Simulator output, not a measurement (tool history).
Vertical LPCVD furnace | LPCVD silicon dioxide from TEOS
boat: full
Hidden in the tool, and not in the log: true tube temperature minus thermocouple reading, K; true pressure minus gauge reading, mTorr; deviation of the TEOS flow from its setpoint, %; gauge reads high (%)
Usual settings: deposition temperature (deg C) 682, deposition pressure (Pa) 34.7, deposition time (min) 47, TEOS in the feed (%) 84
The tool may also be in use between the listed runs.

run     day  deposition temperature (deg C)  deposition pressure (Pa)  deposition time (min)  TEOS in the feed (%)  wafers since the last listed run  hours since the last temperature calibration  hours since the pressure gauge was zeroed  hours since the TEOS flow controller was replaced  hours since the gauge calibration  read-back reference wafer on the same gauge, thickness  film thickness on the monitor wafer in the middle of the boat (angstrom)
  1       0                             682                      34.7                     47                    84                                 0                                        4674.7                                     2837.7                                             3499.6                              853.7                                                  264.23                                                                    2599.3
  2   1.871                             682                      34.7                     47                    84                               515                                        4719.6                                     2882.6                                             3544.5                              898.6                                                  263.99                                                                    2596.8
  3   4.462                             682                      34.7                     47                    84                               714                                        4781.8                                     2944.8                                             3606.7                              960.8                                                  263.98                                                                    2589.9
  4   7.354                             682                      34.7                     47                    84                               797                                        4851.2                                     3014.2                                             3676.1                             1030.2                                                  263.92                                                                      2604
      8.921  -- gauge calibrated
  5   9.079                             682                      34.7                     47                    84                               475                                        4892.6                                     3055.6                                             3717.5                                3.8                                                  264.07                                                                    2604.2
  6  10.712                             682                      34.7                     47                    84                               450                                        4931.8                                     3094.8                                             3756.7                                 43                                                  263.97                                                                    2599.2
  7  12.512                             682                      34.7                     47                    84                               496                                          4975                                       3138                                             3799.9                               86.2                                                  263.94                                                                    2595.8
  8    14.7                             682                      34.7                     47                    84                               603                                        5027.5                                     3190.5                                             3852.4                              138.7                                                  264.05                                                                    2602.1
     17.562  -- thermocouples replaced and temperature profile calibrated
  9  17.583                             682                      34.7                     47                    84                               519                                           0.5                                     3259.7                                             3921.6                              207.9                                                  264.13                                                                    2537.3
 10  19.721                             682                      37.3                     47                    94                               589                                          51.8                                       3311                                             3972.9                              259.2                                                  263.99                                                                    2774.5
 11  21.008                             682                      37.3                     47                    94                               355                                          82.7                                     3341.9                                             4003.8                              290.1                                                  264.13                                                                      2780
 12  23.212                             682                      34.7                     47                    84                               607                                         135.6                                     3394.8                                             4056.7                                343                                                  264.06                                                                    2539.1
     26.146  -- pressure gauge zeroed
 13  26.167                             682                      34.7                     47                    84                               538                                         206.5                                        0.5                                             4127.6                              413.9                                                  263.98                                                                    2478.2
 14  28.458                             677                      30.7                     47                    84                               631                                         261.5                                       55.5                                             4182.6                              468.9                                                  263.97                                                                    2069.9
 15  30.196                             682                      29.3                     47                    70                               479                                         303.2                                       97.2                                             4224.3                              510.6                                                  264.04                                                                    2084.9
 16  32.996                             682                      34.7                     47                    84                               772                                         370.4                                      164.4                                             4291.5                              577.8                                                   263.9                                                                    2483.1
 17  35.771                             682                      34.7                     47                    84                               765                                           437                                        231                                             4358.1                              644.4                                                  264.08                                                                    2503.2
 18  37.933                             688                      29.3                     52                    95                               596                                         488.9                                      282.9                                               4410                              696.3                                                  264.07                                                                    3117.8
 19   39.15                             682                      34.7                     47                    84                               335                                         518.1                                      312.1                                             4439.2                              725.5                                                  263.97                                                                    2510.3
 20  41.742                             682                      34.7                     47                    84                               714                                         580.3                                      374.3                                             4501.4                              787.7                                                  263.88                                                                      2501
     45.017  -- TEOS flow controller replaced
 21  45.038                             682                      34.7                     47                    84                               633                                         659.4                                      453.4                                                0.5                              866.8                                                  263.94                                                                    2510.6
     45.304  -- gauge calibrated
 22  47.475                             682                      30.7                     47                    84                               672                                         717.9                                      511.9                                                 59                               52.1                                                  263.91                                                                    2358.1
 23  48.612                             682                        38                     47                    84                               313                                         745.2                                      539.2                                               86.3                               79.4                                                  264.17                                                                    2630.8
 24  49.817                             677                      34.7                     47                    84                               332                                         774.1                                      568.1                                              115.2                              108.3                                                  264.06                                                                    2236.6
 25  51.004                             675                      37.3                     34                    84                               327                                         802.6                                      596.6                                              143.7                              136.8                                                  263.93                                                                    1591.7
 26  53.783                             682                      34.7                     47                    74                               766                                         869.3                                      663.3                                              210.4                              203.5                                                  264.01                                                                    2369.2
 27  56.238                             688                      40.7                     47                    84                               676                                         928.2                                      722.2                                              269.3                              262.4                                                  264.08                                                                    3157.6
 28  57.429                             682                      34.7                     47                    97                               328                                         956.8                                      750.8                                              297.9                                291                                                  263.86                                                                    2730.7
 29  59.554                             682                      39.3                     47                    71                               585                                        1007.8                                      801.8                                              348.9                                342                                                  264.02                                                                    2481.8
 30  62.075                             682                      29.3                     47                    84                               695                                        1068.3                                      862.3                                              409.4                              402.5                                                  263.93                                                                    2336.7

The same runs without the tool's hidden state, with the same run-to-run variation:
run  film thickness on the monitor wafer in the middle of the boat (angstrom)
  1                                                                    2477.3
  2                                                                    2474.6
  3                                                                    2467.6
  4                                                                    2480.5
  5                                                                    2480.4
  6                                                                    2475.4
  7                                                                      2472
  8                                                                    2477.7
  9                                                                    2480.7
 10                                                                    2713.7
 11                                                                    2717.5
 12                                                                    2475.7
 13                                                                    2477.4
 14                                                                      2066
 15                                                                    2078.1
 16                                                                    2468.2
 17                                                                    2482.9
 18                                                                    3087.7
 19                                                                    2483.8
 20                                                                    2470.3
 21                                                                    2474.4
 22                                                                    2319.4
 23                                                                    2588.2
 24                                                                    2197.6
 25                                                                    1563.4
 26                                                                    2323.1
 27                                                                    3095.6
 28                                                                    2672.4
 29                                                                    2428.4
 30                                                                    2278.4
